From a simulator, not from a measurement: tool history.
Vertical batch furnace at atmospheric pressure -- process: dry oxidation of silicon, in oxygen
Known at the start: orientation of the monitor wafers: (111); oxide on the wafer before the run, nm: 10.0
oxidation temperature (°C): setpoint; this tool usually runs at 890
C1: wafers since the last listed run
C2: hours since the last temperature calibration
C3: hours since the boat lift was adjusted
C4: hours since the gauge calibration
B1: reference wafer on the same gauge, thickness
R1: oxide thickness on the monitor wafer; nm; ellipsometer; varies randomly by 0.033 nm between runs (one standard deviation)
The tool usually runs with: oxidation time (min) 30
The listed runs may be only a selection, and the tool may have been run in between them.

Run 1, day 0: usual settings; C1 0; C2 1721; C3 5198.9; C4 92.8; B1 26.21. Result: R1 22.68 nm.
Run 2, day 0.55: usual settings; C1 212; C2 1734.2; C3 5212.1; C4 106; B1 26.21. Result: R1 22.66 nm.
Run 3, day 1.208: usual settings; C1 253; C2 1750; C3 5227.9; C4 121.8; B1 26.2. Result: R1 22.66 nm.
Run 4, day 1.983: usual settings; C1 298; C2 1768.6; C3 5246.5; C4 140.4; B1 26.2. Result: R1 22.66 nm.
Run 5, day 2.362: usual settings but oxidation temperature (°C) 881; C1 146; C2 1777.7; C3 5255.6; C4 149.5; B1 26.19. Result: R1 21.29 nm.
Run 6, day 3.142: usual settings but oxidation temperature (°C) 881; C1 300; C2 1796.4; C3 5274.3; C4 168.2; B1 26.2. Result: R1 21.31 nm.
Run 7, day 3.954: usual settings but oxidation temperature (°C) 881; C1 313; C2 1815.9; C3 5293.8; C4 187.7; B1 26.21. Result: R1 21.36 nm.
Run 8, day 5.875: usual settings; C1 740; C2 1862; C3 5339.9; C4 233.8; B1 26.2. Result: R1 22.7 nm.
Run 9, day 6.492: usual settings; C1 237; C2 1876.8; C3 5354.7; C4 248.6; B1 26.2. Result: R1 22.67 nm.
Run 10, day 7.042: usual settings; C1 212; C2 1890; C3 5367.9; C4 261.8; B1 26.19. Result: R1 22.68 nm.
At day 7.4: gauge calibrated.
Run 11, day 7.621: usual settings; C1 223; C2 1903.9; C3 5381.8; C4 5.3; B1 26.19. Result: R1 22.67 nm.
At day 8.946: boat lift adjusted.
At day 9.262: thermocouples replaced and temperature profile calibrated.
Run 12, day 9.283: usual settings; C1 133; C2 0.5; C3 8.1; C4 45.2; B1 26.2. Result: R1 21.89 nm.
Run 13, day 9.488: usual settings but oxidation time (min) 36.5; C1 78; C2 5.4; C3 13; C4 50.1; B1 26.21. Result: R1 24.02 nm.
Run 14, day 9.696: usual settings but oxidation temperature (°C) 899, oxidation time (min) 41.5; C1 80; C2 10.4; C3 18; C4 55.1; B1 26.19. Result: R1 27.36 nm.
Run 15, day 10.117: usual settings; C1 162; C2 20.5; C3 28.1; C4 65.2; B1 26.19. Result: R1 21.88 nm.
Run 16, day 10.875: usual settings; C1 292; C2 38.7; C3 46.3; C4 83.4; B1 26.21. Result: R1 21.89 nm.
Run 17, day 11.575: usual settings but oxidation temperature (°C) 868, oxidation time (min) 43; C1 269; C2 55.5; C3 63.1; C4 100.2; B1 26.2. Result: R1 22.24 nm.
Run 18, day 12.038: usual settings; C1 178; C2 66.6; C3 74.2; C4 111.3; B1 26.2. Result: R1 21.96 nm.
Run 19, day 12.425: usual settings but oxidation temperature (°C) 897, oxidation time (min) 44; C1 149; C2 75.9; C3 83.5; C4 120.6; B1 26.2. Result: R1 27.98 nm.
Run 20, day 12.925: usual settings but oxidation temperature (°C) 897, oxidation time (min) 44; C1 192; C2 87.9; C3 95.5; C4 132.6; B1 26.2. Result: R1 27.83 nm.
Run 21, day 13.217: usual settings but oxidation temperature (°C) 881; C1 112; C2 94.9; C3 102.5; C4 139.6; B1 26.2. Result: R1 20.73 nm.
Run 22, day 13.825: usual settings but oxidation temperature (°C) 905, oxidation time (min) 23.5; C1 234; C2 109.5; C3 117.1; C4 154.2; B1 26.2. Result: R1 21.74 nm.
Run 23, day 14.508: usual settings but oxidation temperature (°C) 899, oxidation time (min) 35; C1 263; C2 125.9; C3 133.5; C4 170.6; B1 26.2. Result: R1 25.33 nm.
Run 24, day 15.171: usual settings but oxidation temperature (°C) 883, oxidation time (min) 17; C1 255; C2 141.8; C3 149.4; C4 186.5; B1 26.2. Result: R1 16.77 nm.
Run 25, day 15.7: usual settings but oxidation temperature (°C) 878; C1 204; C2 154.5; C3 162.1; C4 199.2; B1 26.2. Result: R1 20.38 nm.

3 options for the next run, each taken on its own from the tool as it stands now. Forecast them:
Run A, day 15.912: usual settings; C1 81; C2 159.6; C3 167.2; C4 204.3; B1 ?. Result: R1 ?.
Run B, day 15.912: usual settings but oxidation temperature (°C) 873; C1 81; C2 159.6; C3 167.2; C4 204.3; B1 ?. Result: R1 ?.
Run C, day 15.912: usual settings but oxidation time (min) 24.5; C1 81; C2 159.6; C3 167.2; C4 204.3; B1 ?. Result: R1 ?.

run     B1     R1
  A  26.19  21.98
  B  26.19  19.65
  C  26.19  20.09
The same runs, with their run-to-run variation unchanged, on a tool lacking any hidden condition would have given:
run     R1
  A   21.8
  B   19.5
  C  19.93
